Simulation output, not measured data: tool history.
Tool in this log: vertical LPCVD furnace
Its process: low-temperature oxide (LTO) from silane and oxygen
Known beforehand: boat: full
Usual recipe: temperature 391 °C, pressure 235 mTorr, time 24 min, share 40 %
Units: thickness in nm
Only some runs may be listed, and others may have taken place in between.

| run | day | temperature | pressure | time | share | read-back reference wafer on the same gauge, thickness | thickness |
|---|---|---|---|---|---|---|---|
| 1 | 0 | 391 | 235 | 24 | 40 | 170.12 | 209.46 |
| 2 | 2.712 | 396 | 235 | 24 | 37 | 169.9 | 200.72 |
| 3 | 6.05 | 396 | 235 | 24 | 37 | 169.82 | 200.23 |
| 4 | 9.779 | 391 | 235 | 24 | 40 | 169.97 | 209.45 |
| 5 | 13.542 | 391 | 235 | 24 | 40 | 169.93 | 210.27 |
| 6 | 16.679 | 391 | 235 | 24 | 40 | 170.05 | 209.77 |
| 7 | 18.783 | 391 | 235 | 24 | 40 | 170.01 | 210.02 |
|  | 22.792 | silane flow controller replaced |
| 8 | 23.721 | 391 | 235 | 24 | 40 | 170.04 | 210.26 |
| 9 | 26.142 | 391 | 235 | 24 | 40 | 169.94 | 211.9 |
| 10 | 28.562 | 384 | 200 | 24 | 40 | 170.05 | 165.63 |
| 11 | 30.067 | 391 | 235 | 31 | 40 | 170.06 | 272.61 |
| 12 | 33.308 | 382 | 285 | 24 | 40 | 170.08 | 230.87 |
| 13 | 36.758 | 391 | 235 | 19 | 43 | 169.79 | 182.08 |
|  | 40.071 | thermocouples replaced and temperature profile calibrated |
| 14 | 40.133 | 391 | 235 | 24 | 40 | 169.96 | 217.61 |
| 15 | 43.379 | 391 | 260 | 28.5 | 40 | 170.11 | 285.96 |
| 16 | 45.804 | 391 | 235 | 24 | 40 | 169.86 | 217.93 |
| 17 | 48.142 | 391 | 235 | 24 | 40 | 169.99 | 217.27 |
|  | 49.288 | pressure gauge zeroed |
| 18 | 50.792 | 386 | 265 | 24 | 40 | 169.81 | 231.77 |
|  | 51.442 | gauge calibrated |
| 19 | 54.725 | 391 | 195 | 20 | 44 | 169.9 | 168.26 |
|  | 67.962 | thermocouples replaced and temperature profile calibrated, repeated, since the last time left the tool worse |
| 20 | 67.983 | 391 | 235 | 24 | 40 | 170.17 | 206.38 |
| 21 | 71.633 | 391 | 235 | 24 | 40 | 169.91 | 206.98 |
| 22 | 73.675 | 391 | 185 | 15 | 40 | 169.83 | 101.9 |
| 23 | 77.888 | 391 | 290 | 30 | 35 | 169.97 | 269.98 |
| 24 | 80.717 | 402 | 220 | 20.5 | 46 | 170.16 | 218.02 |
| 25 | 83.983 | 385 | 235 | 31.5 | 40 | 169.99 | 255.24 |
| 26 | 87.312 | 391 | 235 | 24 | 40 | 169.97 | 208.11 |
| 27 | 90.696 | 391 | 235 | 24 | 40 | 169.95 | 207.98 |
| 28 | 98.954 | 391 | 235 | 24 | 32 | 169.96 | 154.77 |
| 29 | 100.842 | 391 | 235 | 24 | 40 | 170.21 | 210.11 |
| 30 | 105.721 | 391 | 235 | 15 | 32 | 169.98 | 97.07 |
| 31 | 108.542 | 388 | 210 | 31.5 | 32 | 169.94 | 175.17 |

Selected run-to-run steps in thickness, each split into two signed amounts: the part the tool would show with no hidden state at all (from settings, incoming material and random variation), and the remainder, which goes to the hidden state together with any gauge scatter not common to the measured and the hidden-state-free results:
The tool's hidden condition here consists of: true tube temperature minus thermocouple reading, K; true pressure minus gauge reading, mTorr; deviation of the silane flow from its setpoint, %; gauge reads high (%).
Run 10 -> 11: temperature 384 -> 391, pressure 200 -> 235, time 24 -> 31. thickness +106.98 nm: hidden state +2.36, all else +104.62.
Run 13 -> 14: time 19 -> 24, share 43 -> 40, thermocouples replaced and temperature profile calibrated. thickness +35.53 nm: hidden state +6.02, all else +29.51.
Run 14 -> 15: pressure 235 -> 260, time 24 -> 28.5. thickness +68.35 nm: hidden state +3.59, all else +64.76.
Run 19 -> 20: pressure 195 -> 235, time 20 -> 24, share 44 -> 40, thermocouples replaced and temperature profile calibrated, repeated, since the last time left the tool worse. thickness +38.12 nm: hidden state -8.44, all else +46.56.
Run 22 -> 23: pressure 185 -> 290, time 15 -> 30, share 40 -> 35. thickness +168.08 nm: hidden state +0.91, all else +167.17.
Run 29 -> 30: time 24 -> 15, share 40 -> 32. thickness -113.04 nm: hidden state -1.16, all else -111.88.
